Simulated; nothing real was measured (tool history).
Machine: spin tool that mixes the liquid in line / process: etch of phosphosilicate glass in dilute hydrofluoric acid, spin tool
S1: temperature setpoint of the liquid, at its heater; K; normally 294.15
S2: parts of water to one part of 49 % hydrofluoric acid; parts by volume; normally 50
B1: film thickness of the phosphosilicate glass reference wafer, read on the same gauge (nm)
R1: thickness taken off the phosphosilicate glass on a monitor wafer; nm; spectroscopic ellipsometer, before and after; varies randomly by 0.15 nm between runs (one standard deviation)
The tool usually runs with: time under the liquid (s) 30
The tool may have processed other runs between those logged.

Run 1, hour 0.0: usual settings; B1 49.99. Result: R1 29.88 nm.
Run 2, hour 11.6: usual settings; B1 50.03. Result: R1 30.25 nm.
Run 3, hour 19.2: usual settings; B1 49.95. Result: R1 30.37 nm.
Run 4, hour 50.0: usual settings but S1 291.65 K; B1 50.00. Result: R1 26.87 nm.
Run 5, hour 61.6: usual settings but time under the liquid (s) 40; B1 50.00. Result: R1 40.31 nm.
Run 6, hour 68.4: usual settings; B1 49.98. Result: R1 30.11 nm.
Run 7, hour 81.3: usual settings; B1 50.00. Result: R1 30.18 nm.
Run 8, hour 93.7: usual settings; B1 50.03. Result: R1 29.94 nm.
Run 9, hour 105.1: usual settings; B1 49.97. Result: R1 30.10 nm.
At hour 108.0: thermometer replaced.
Run 10, hour 119.1: usual settings; B1 50.00. Result: R1 29.90 nm.
Run 11, hour 127.1: usual settings; B1 49.99. Result: R1 29.95 nm.
Run 12, hour 137.7: usual settings; B1 50.00. Result: R1 29.80 nm.
Run 13, hour 156.6: usual settings; B1 50.02. Result: R1 29.96 nm.
Run 14, hour 165.4: usual settings; B1 49.99. Result: R1 29.64 nm.
At hour 169.5: hydrofluoric acid flow meter replaced.
Run 15, hour 179.4: usual settings but S1 292.65 K, S2 75 parts by volume, time under the liquid (s) 35; B1 49.98. Result: R1 24.09 nm.
Run 16, hour 193.6: usual settings but S1 297.65 K, S2 40 parts by volume, time under the liquid (s) 25; B1 50.01. Result: R1 41.45 nm.
Run 17, hour 207.3: usual settings but S1 298.65 K, S2 60 parts by volume; B1 50.01. Result: R1 33.66 nm.
Run 18, hour 213.4: usual settings but S1 290.15 K, S2 60 parts by volume, time under the liquid (s) 45; B1 49.99. Result: R1 35.16 nm.
Run 19, hour 221.2: usual settings but S1 290.15 K; B1 49.98. Result: R1 28.58 nm.
Run 20, hour 236.7: usual settings; B1 50.03. Result: R1 33.95 nm.
Run 21, hour 243.1: usual settings but S2 40 parts by volume; B1 50.02. Result: R1 42.71 nm.
Run 22, hour 254.2: usual settings but S1 296.15 K, S2 40 parts by volume; B1 50.00. Result: R1 46.37 nm.
Run 23, hour 261.9: usual settings but S1 296.15 K, time under the liquid (s) 45; B1 50.01. Result: R1 55.27 nm.
At hour 273.5: gauge calibrated.
Run 24, hour 278.8: usual settings but S2 75 parts by volume, time under the liquid (s) 25; B1 49.97. Result: R1 18.21 nm.
Run 25, hour 292.3: usual settings; B1 50.00. Result: R1 33.83 nm.
Run 26, hour 301.8: usual settings but S1 298.15 K, S2 60 parts by volume, time under the liquid (s) 40; B1 50.00. Result: R1 43.35 nm.
Run 27, hour 308.7: usual settings but S1 290.65 K; B1 50.00. Result: R1 29.12 nm.
Run 28, hour 317.3: usual settings but S1 292.15 K; B1 50.01. Result: R1 31.03 nm.
Run 29, hour 332.9: usual settings but S1 291.65 K, S2 75 parts by volume, time under the liquid (s) 40; B1 49.98. Result: R1 26.17 nm.
Run 30, hour 344.7: usual settings but S1 291.65 K, time under the liquid (s) 25; B1 49.98. Result: R1 25.00 nm.
Run 31, hour 357.1: usual settings but S1 297.65 K, S2 70 parts by volume, time under the liquid (s) 20; B1 49.98. Result: R1 17.96 nm.
Run 32, hour 368.9: usual settings; B1 49.99. Result: R1 33.46 nm.

Some steps in R1, run to run, broken into two amounts with sign: the step expected even without the hidden condition (settings, incoming material, random variation), and the rest, left for the hidden condition together with whatever gauge scatter is not in both the measured and the hidden-condition-free result:
Hidden state present: liquid hotter than its thermometer reads (K); hydrofluoric acid flow below the setpoint (%); gauge reads high (%).
Run 4 -> 5: S1 291.65 -> 294.15, time under the liquid (s) 30 -> 40. R1 +13.44 nm: hidden state -1.86, all else +15.30.
Run 5 -> 6: time under the liquid (s) 40 -> 30. R1 -10.20 nm: hidden state +1.35, all else -11.55.
Run 14 -> 15: S1 294.15 -> 292.65, S2 50 -> 75, time under the liquid (s) 30 -> 35, hydrofluoric acid flow meter replaced. R1 -5.55 nm: hidden state +4.16, all else -9.71.
Run 15 -> 16: S1 292.65 -> 297.65, S2 75 -> 40, time under the liquid (s) 35 -> 25. R1 +17.36 nm: hidden state -0.13, all else +17.49.
Run 23 -> 24: S1 296.15 -> 294.15, S2 50 -> 75, time under the liquid (s) 45 -> 25, gauge calibrated. R1 -37.06 nm: hidden state +0.39, all else -37.45.
Run 24 -> 25: S2 75 -> 50, time under the liquid (s) 25 -> 30. R1 +15.62 nm: hidden state -0.23, all else +15.85.
